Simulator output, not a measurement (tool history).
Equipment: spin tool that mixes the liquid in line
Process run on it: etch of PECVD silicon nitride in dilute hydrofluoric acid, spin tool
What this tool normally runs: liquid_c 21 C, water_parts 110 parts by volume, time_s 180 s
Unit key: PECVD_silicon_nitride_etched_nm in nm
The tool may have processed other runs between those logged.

| run | day | liquid_c | water_parts | time_s | read-back film thickness of the PECVD silicon nitride reference wafer, read on the same gauge (nm) | PECVD_silicon_nitride_etched_nm |
|---|---|---|---|---|---|---|
| 1 | 0.000 | 21 | 110 | 180 | 150.029 | 4.085 |
| 2 | 0.921 | 21 | 110 | 180 | 150.006 | 4.079 |
| 3 | 1.488 | 21 | 110 | 180 | 149.993 | 4.070 |
| 4 | 2.888 | 21 | 125 | 250 | 149.992 | 4.973 |
| 5 | 4.000 | 21 | 125 | 250 | 149.991 | 5.000 |
| 6 | 4.875 | 21 | 125 | 250 | 150.004 | 4.942 |
| 7 | 5.850 | 21 | 110 | 215 | 150.005 | 4.840 |
| 8 | 7.200 | 21 | 110 | 215 | 149.971 | 4.792 |
| 9 | 8.450 | 21 | 110 | 215 | 149.979 | 4.758 |
| 10 | 9.833 | 21 | 110 | 180 | 149.999 | 3.980 |
|  | 9.900 | gauge calibrated |
| 11 | 10.996 | 26 | 110 | 180 | 149.978 | 5.529 |
|  | 11.825 | hydrofluoric acid flow meter replaced |
|  | 12.133 | thermometer replaced |
| 12 | 12.158 | 21 | 110 | 180 | 149.989 | 4.720 |
| 13 | 12.746 | 17 | 110 | 180 | 150.013 | 3.646 |

Estimate the outcome of run 14 from the log above:
| 14 | 14.029 | 21 | 110 | 180 | ? | ? |

read-back film thickness of the PECVD silicon nitride reference wafer, read on the same gauge (nm): 150.004
PECVD_silicon_nitride_etched_nm: 4.713 nm
Had the tool carried no hidden state, the very same run would have given PECVD_silicon_nitride_etched_nm 4.783 nm.

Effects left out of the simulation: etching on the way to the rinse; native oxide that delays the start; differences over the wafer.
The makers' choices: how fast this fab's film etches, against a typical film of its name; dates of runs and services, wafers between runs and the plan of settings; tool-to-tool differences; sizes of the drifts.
